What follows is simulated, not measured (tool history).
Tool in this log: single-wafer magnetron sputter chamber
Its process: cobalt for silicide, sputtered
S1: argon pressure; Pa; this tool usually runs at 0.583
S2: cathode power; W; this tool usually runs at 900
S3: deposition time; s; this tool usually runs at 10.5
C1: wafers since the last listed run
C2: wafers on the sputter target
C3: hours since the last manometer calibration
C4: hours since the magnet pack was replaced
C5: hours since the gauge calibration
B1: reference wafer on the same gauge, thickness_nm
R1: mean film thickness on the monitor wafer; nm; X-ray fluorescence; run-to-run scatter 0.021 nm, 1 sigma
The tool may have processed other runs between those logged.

run 1 hour=0 | S1=0.583 S2=900 S3=10.5 | C1=0 C2=3507 C3=1650.6 C4=6592.1 C5=193.7 | B1=5.41 | R1=5.134
run 2 hour=16.5 | S1=0.645 S2=900 S3=10.5 | C1=403 C2=3911 C3=1667.1 C4=6608.6 C5=210.2 | B1=5.409 | R1=5.017
run 3 hour=33 | S1=0.645 S2=900 S3=10.5 | C1=403 C2=4315 C3=1683.6 C4=6625.1 C5=226.7 | B1=5.405 | R1=5.054
run 4 hour=41.2 | S1=0.583 S2=900 S3=10.5 | C1=200 C2=4516 C3=1691.8 C4=6633.3 C5=234.9 | B1=5.423 | R1=5.107
run 5 hour=49.1 | S1=0.583 S2=900 S3=10.5 | C1=193 C2=4709 C3=1699.7 C4=6641.2 C5=242.8 | B1=5.419 | R1=5.099
run 6 hour=69.7 | S1=0.583 S2=900 S3=8.9 | C1=504 C2=5213 C3=1720.3 C4=6661.8 C5=263.4 | B1=5.414 | R1=4.337
run 7 hour=83.4 | S1=0.583 S2=900 S3=8.9 | C1=335 C2=5549 C3=1734 C4=6675.5 C5=277.1 | B1=5.399 | R1=4.308
-- hour=90.3 gauge calibrated
run 8 hour=100.9 | S1=0.583 S2=900 S3=8.9 | C1=428 C2=5977 C3=1751.5 C4=6693 C5=10.6 | B1=5.402 | R1=4.299
run 9 hour=112.5 | S1=0.583 S2=900 S3=10.5 | C1=283 C2=6261 C3=1763.1 C4=6704.6 C5=22.2 | B1=5.398 | R1=5.086
run 10 hour=130.3 | S1=0.46 S2=900 S3=10.5 | C1=435 C2=6697 C3=1780.9 C4=6722.4 C5=40 | B1=5.398 | R1=5.225
run 11 hour=137.5 | S1=0.46 S2=900 S3=10.5 | C1=176 C2=6873 C3=1788.1 C4=6729.6 C5=47.2 | B1=5.403 | R1=5.263
-- hour=146.7 sputter target and shields replaced
-- hour=150.6 capacitance manometer re-zeroed and calibrated
run 12 hour=152.1 | S1=0.583 S2=900 S3=10.5 | C1=66 C2=37 C3=1.5 C4=6744.2 C5=61.8 | B1=5.417 | R1=5.212
run 13 hour=163.8 | S1=0.366 S2=700 S3=10.5 | C1=286 C2=323 C3=13.2 C4=6755.9 C5=73.5 | B1=5.41 | R1=4.34
run 14 hour=178.4 | S1=0.583 S2=1100 S3=10.5 | C1=357 C2=681 C3=27.8 C4=6770.5 C5=88.1 | B1=5.413 | R1=6.246
-- hour=199.9 magnet pack replaced, of another model than before
run 15 hour=200.4 | S1=0.791 S2=900 S3=11.4 | C1=342 C2=1023 C3=49.8 C4=0.5 C5=110.1 | B1=5.398 | R1=5.407
run 16 hour=207.6 | S1=0.583 S2=900 S3=12.3 | C1=176 C2=1200 C3=57 C4=7.7 C5=117.3 | B1=5.411 | R1=6.049
run 17 hour=221 | S1=0.583 S2=900 S3=10.5 | C1=328 C2=1528 C3=70.4 C4=21.1 C5=130.7 | B1=5.421 | R1=5.153
run 18 hour=237.6 | S1=0.443 S2=900 S3=10.5 | C1=406 C2=1934 C3=87 C4=37.7 C5=147.3 | B1=5.412 | R1=5.24
run 19 hour=249 | S1=0.583 S2=900 S3=10.5 | C1=279 C2=2213 C3=98.4 C4=49.1 C5=158.7 | B1=5.403 | R1=5.128
run 20 hour=261 | S1=0.504 S2=1100 S3=9.4 | C1=293 C2=2507 C3=110.4 C4=61.1 C5=170.7 | B1=5.414 | R1=5.612
run 21 hour=268.3 | S1=0.722 S2=900 S3=9.7 | C1=178 C2=2686 C3=117.7 C4=68.4 C5=178 | B1=5.407 | R1=4.629
run 22 hour=281.6 | S1=0.781 S2=750 S3=10.5 | C1=325 C2=3011 C3=131 C4=81.7 C5=191.3 | B1=5.406 | R1=4.193
run 23 hour=291.4 | S1=0.583 S2=900 S3=10.5 | C1=239 C2=3251 C3=140.8 C4=91.5 C5=201.1 | B1=5.399 | R1=5.085

3 ways to go on from here, each from the tool as it stands after run 23. What would each give?
run A hour=291.8 | S1=0.583 S2=900 S3=10.5 | C1=9 C2=3261 C3=141.2 C4=91.9 C5=201.5 | B1=? | R1=?
run B hour=291.8 | S1=0.745 S2=1000 S3=8.7 | C1=9 C2=3261 C3=141.2 C4=91.9 C5=201.5 | B1=? | R1=?
run C hour=291.8 | S1=0.583 S2=850 S3=8.5 | C1=9 C2=3261 C3=141.2 C4=91.9 C5=201.5 | B1=? | R1=?

run=A B1=5.408 R1=5.073
run=B B1=5.408 R1=4.517
run=C B1=5.408 R1=3.895
Without the tool's unlogged condition, the same runs would have read:
run=A R1=5.175
run=B R1=4.608
run=C R1=3.973
